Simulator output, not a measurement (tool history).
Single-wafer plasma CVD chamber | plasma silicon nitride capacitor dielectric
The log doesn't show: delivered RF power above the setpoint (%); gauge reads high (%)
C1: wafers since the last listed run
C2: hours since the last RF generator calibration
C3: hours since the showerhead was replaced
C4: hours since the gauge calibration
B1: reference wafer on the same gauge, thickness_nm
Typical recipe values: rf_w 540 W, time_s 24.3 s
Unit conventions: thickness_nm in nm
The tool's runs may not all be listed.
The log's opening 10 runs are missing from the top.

{"run": 11, "hour": 701.0, "rf_w": 540, "time_s": 24.3, "C1": 1032, "C2": 1089.3, "C3": 5255.7, "C4": 911.3, "B1": 33.413, "thickness_nm": 35.349}
{"hour": 738.2, "done": "RF generator calibrated"}
{"run": 12, "hour": 872.6, "rf_w": 540, "time_s": 24.3, "C1": 3297, "C2": 134.4, "C3": 5427.3, "C4": 1082.9, "B1": 33.379, "thickness_nm": 35.822}
{"run": 13, "hour": 910.1, "rf_w": 540, "time_s": 21.7, "C1": 755, "C2": 171.9, "C3": 5464.8, "C4": 1120.4, "B1": 33.451, "thickness_nm": 31.863}
{"run": 14, "hour": 1010.5, "rf_w": 540, "time_s": 21.7, "C1": 2023, "C2": 272.3, "C3": 5565.2, "C4": 1220.8, "B1": 33.427, "thickness_nm": 31.869}
{"run": 15, "hour": 1065.7, "rf_w": 540, "time_s": 28.2, "C1": 1112, "C2": 327.5, "C3": 5620.4, "C4": 1276.0, "B1": 33.402, "thickness_nm": 41.287}
{"run": 16, "hour": 1112.0, "rf_w": 540, "time_s": 28.2, "C1": 933, "C2": 373.8, "C3": 5666.7, "C4": 1322.3, "B1": 33.4, "thickness_nm": 41.19}
{"run": 17, "hour": 1160.9, "rf_w": 485, "time_s": 26.4, "C1": 985, "C2": 422.7, "C3": 5715.6, "C4": 1371.2, "B1": 33.411, "thickness_nm": 37.533}
{"hour": 1246.0, "done": "showerhead replaced, of another model than before"}
{"hour": 1299.9, "done": "gauge calibrated"}
{"run": 18, "hour": 1322.2, "rf_w": 635, "time_s": 21.6, "C1": 3090, "C2": 584.0, "C3": 76.2, "C4": 22.3, "B1": 33.388, "thickness_nm": 32.192}
{"run": 19, "hour": 1377.5, "rf_w": 540, "time_s": 24.3, "C1": 1114, "C2": 639.3, "C3": 131.5, "C4": 77.6, "B1": 33.398, "thickness_nm": 35.525}
{"run": 20, "hour": 1448.3, "rf_w": 485, "time_s": 24.3, "C1": 1427, "C2": 710.1, "C3": 202.3, "C4": 148.4, "B1": 33.391, "thickness_nm": 35.209}
{"run": 21, "hour": 1507.0, "rf_w": 580, "time_s": 25.9, "C1": 1183, "C2": 768.8, "C3": 261.0, "C4": 207.1, "B1": 33.385, "thickness_nm": 38.255}
{"run": 22, "hour": 1540.4, "rf_w": 540, "time_s": 24.3, "C1": 673, "C2": 802.2, "C3": 294.4, "C4": 240.5, "B1": 33.357, "thickness_nm": 35.728}
{"run": 23, "hour": 1592.2, "rf_w": 540, "time_s": 24.3, "C1": 1044, "C2": 854.0, "C3": 346.2, "C4": 292.3, "B1": 33.396, "thickness_nm": 35.465}
{"run": 24, "hour": 1661.8, "rf_w": 500, "time_s": 20.9, "C1": 1402, "C2": 923.6, "C3": 415.8, "C4": 361.9, "B1": 33.37, "thickness_nm": 30.375}
{"run": 25, "hour": 1726.3, "rf_w": 590, "time_s": 24.3, "C1": 1300, "C2": 988.1, "C3": 480.3, "C4": 426.4, "B1": 33.39, "thickness_nm": 36.026}
{"hour": 1783.8, "done": "RF generator calibrated"}
{"run": 26, "hour": 1885.8, "rf_w": 540, "time_s": 24.3, "C1": 3053, "C2": 102.0, "C3": 639.8, "C4": 585.9, "B1": 33.42, "thickness_nm": 35.715}
{"run": 27, "hour": 1918.2, "rf_w": 465, "time_s": 28.3, "C1": 653, "C2": 134.4, "C3": 672.2, "C4": 618.3, "B1": 33.437, "thickness_nm": 40.848}
{"run": 28, "hour": 1964.6, "rf_w": 470, "time_s": 29.1, "C1": 935, "C2": 180.8, "C3": 718.6, "C4": 664.7, "B1": 33.419, "thickness_nm": 42.123}
{"run": 29, "hour": 1996.2, "rf_w": 510, "time_s": 21.6, "C1": 636, "C2": 212.4, "C3": 750.2, "C4": 696.3, "B1": 33.415, "thickness_nm": 31.647}
{"run": 30, "hour": 2045.9, "rf_w": 440, "time_s": 20.1, "C1": 1001, "C2": 262.1, "C3": 799.9, "C4": 746.0, "B1": 33.403, "thickness_nm": 28.898}
{"run": 31, "hour": 2247.4, "rf_w": 575, "time_s": 20.5, "C1": 4061, "C2": 463.6, "C3": 1001.4, "C4": 947.5, "B1": 33.394, "thickness_nm": 30.349}
{"run": 32, "hour": 2301.7, "rf_w": 445, "time_s": 25.8, "C1": 1094, "C2": 517.9, "C3": 1055.7, "C4": 1001.8, "B1": 33.398, "thickness_nm": 37.355}
{"run": 33, "hour": 2333.5, "rf_w": 540, "time_s": 24.3, "C1": 641, "C2": 549.7, "C3": 1087.5, "C4": 1033.6, "B1": 33.421, "thickness_nm": 35.543}

4 ways to go on from here, each from the tool as it stands after run 33. What would each give?
{"run": "A", "hour": 2333.9, "rf_w": 540, "time_s": 24.3, "C1": 8, "C2": 550.1, "C3": 1087.9, "C4": 1034.0, "B1": "?", "thickness_nm": "?"}
{"run": "B", "hour": 2333.9, "rf_w": 540, "time_s": 28.6, "C1": 8, "C2": 550.1, "C3": 1087.9, "C4": 1034.0, "B1": "?", "thickness_nm": "?"}
{"run": "C", "hour": 2333.9, "rf_w": 490, "time_s": 24.3, "C1": 8, "C2": 550.1, "C3": 1087.9, "C4": 1034.0, "B1": "?", "thickness_nm": "?"}
{"run": "D", "hour": 2333.9, "rf_w": 490, "time_s": 21.0, "C1": 8, "C2": 550.1, "C3": 1087.9, "C4": 1034.0, "B1": "?", "thickness_nm": "?"}

run=A B1=33.399 thickness_nm=35.682
run=B B1=33.399 thickness_nm=41.996
run=C B1=33.399 thickness_nm=35.317
run=D B1=33.399 thickness_nm=30.521
Without the tool's hidden state the same runs would have given:
run=A thickness_nm=35.937
run=B thickness_nm=42.296
run=C thickness_nm=35.569
run=D thickness_nm=30.739
